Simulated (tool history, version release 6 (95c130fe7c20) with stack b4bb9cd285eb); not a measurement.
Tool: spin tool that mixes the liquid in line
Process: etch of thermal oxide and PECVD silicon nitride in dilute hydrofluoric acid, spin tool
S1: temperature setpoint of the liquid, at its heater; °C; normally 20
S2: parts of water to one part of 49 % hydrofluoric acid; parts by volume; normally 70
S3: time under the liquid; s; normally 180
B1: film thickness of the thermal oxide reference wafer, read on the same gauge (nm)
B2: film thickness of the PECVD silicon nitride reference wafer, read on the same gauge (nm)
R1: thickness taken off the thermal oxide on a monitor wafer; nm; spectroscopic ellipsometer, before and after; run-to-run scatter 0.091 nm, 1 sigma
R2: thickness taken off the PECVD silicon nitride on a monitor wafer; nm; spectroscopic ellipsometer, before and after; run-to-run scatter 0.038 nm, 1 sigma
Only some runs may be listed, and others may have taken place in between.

Run 1, day 0: usual settings; B1 70.01; B2 49.99. Result: R1 11.69 nm, R2 9.25 nm.
Run 2, day 4.079: usual settings; B1 69.98; B2 50.03. Result: R1 11.63 nm, R2 9.38 nm.
At day 6.3: hydrofluoric acid flow meter replaced.
Run 3, day 15.896: usual settings but S2 90 parts by volume; B1 69.99; B2 49.99. Result: R1 8.5 nm, R2 7.17 nm.
Run 4, day 19.367: usual settings but S1 18 °C, S2 105 parts by volume, S3 110 s; B1 70.03; B2 50. Result: R1 4.14 nm, R2 3.29 nm.
Run 5, day 23.221: usual settings; B1 69.99; B2 50.02. Result: R1 11.5 nm, R2 9.14 nm.
Run 6, day 26.088: usual settings; B1 70.01; B2 50.03. Result: R1 11.51 nm, R2 9.25 nm.
Run 7, day 28.962: usual settings but S2 105 parts by volume, S3 105 s; B1 70.02; B2 49.98. Result: R1 4.25 nm, R2 3.61 nm.
Run 8, day 30.888: usual settings but S3 80 s; B1 70.04; B2 49.99. Result: R1 5.05 nm, R2 4.13 nm.
At day 30.983: gauge calibrated.
Run 9, day 32.55: usual settings but S1 18.5 °C; B1 70; B2 50. Result: R1 10.66 nm, R2 8.43 nm.
Run 10, day 36.442: usual settings; B1 69.98; B2 49.99. Result: R1 11.63 nm, R2 9.38 nm.
Run 11, day 40.658: usual settings; B1 70.01; B2 50.05. Result: R1 11.54 nm, R2 9.38 nm.
Run 12, day 42.583: usual settings; B1 70.03; B2 50.01. Result: R1 11.5 nm, R2 9.32 nm.
At day 44.021: hydrofluoric acid flow meter replaced.
Run 13, day 45.688: usual settings but S1 24.5 °C, S3 110 s; B1 69.98; B2 49.99. Result: R1 8.33 nm, R2 7.58 nm.
Run 14, day 49.533: usual settings but S3 95 s; B1 69.98; B2 50.04. Result: R1 6 nm, R2 4.85 nm.
Run 15, day 53.933: usual settings; B1 69.96; B2 49.97. Result: R1 11.27 nm, R2 9.2 nm.
Run 16, day 56.546: usual settings; B1 69.99; B2 49.98. Result: R1 11.33 nm, R2 9.19 nm.
Run 17, day 60.638: usual settings but S2 60 parts by volume, S3 100 s; B1 70; B2 50.01. Result: R1 7.51 nm, R2 5.96 nm.
Run 18, day 62.262: usual settings but S1 17 °C, S3 135 s; B1 69.98; B2 49.99. Result: R1 7.61 nm, R2 5.63 nm.
Run 19, day 65.267: usual settings but S2 80 parts by volume; B1 69.98; B2 49.99. Result: R1 9.88 nm, R2 8.14 nm.
Run 20, day 72.571: usual settings but S1 18 °C, S2 50 parts by volume; B1 70.02; B2 49.97. Result: R1 14.98 nm, R2 11.3 nm.
Run 21, day 75.162: usual settings but S1 18 °C, S2 85 parts by volume; B1 70.02; B2 50.01. Result: R1 8.52 nm, R2 6.74 nm.
Run 22, day 79.133: usual settings but S1 24.5 °C, S3 225 s; B1 70; B2 50.01. Result: R1 17.31 nm, R2 15.9 nm.
Run 23, day 81.712: usual settings but S1 23.5 °C, S2 85 parts by volume; B1 70.01; B2 50.03. Result: R1 10.93 nm, R2 9.8 nm.
Run 24, day 84.367: usual settings but S1 17 °C, S2 90 parts by volume, S3 140 s; B1 70.03; B2 49.98. Result: R1 6.08 nm, R2 4.65 nm.
Run 25, day 88.808: usual settings but S1 18.5 °C, S3 95 s; B1 69.99; B2 50.05. Result: R1 5.74 nm, R2 4.51 nm.

Measured less the same run without the tool's hidden state. The same run-to-run variation is in both; the gauge's scatter may not be:
The hidden state here: liquid colder than its thermometer reads (K); hydrofluoric acid flow above the setpoint (%); gauge reads high (%).
run     R1     R2
  1  +0.32  +0.23
  2  +0.36  +0.27
  3  +0.08  +0.06
  4  +0.05  +0.03
  5  +0.16  +0.12
  6   +0.2  +0.15
  7  +0.08  +0.06
  8  +0.11  +0.08
  9  +0.24  +0.17
 10   +0.3  +0.22
 11  +0.33  +0.25
 12  +0.35  +0.26
 13  +0.04  +0.04
 14  +0.05  +0.04
 15  +0.13  +0.09
 16  +0.15  +0.11
 17  +0.13  +0.09
 18  +0.14  +0.09
 19  +0.21  +0.16
 20   +0.4  +0.27
 21  +0.25  +0.18
 22  +0.56  +0.47
 23  +0.39  +0.31
 24  +0.22  +0.15
 25  +0.22  +0.16
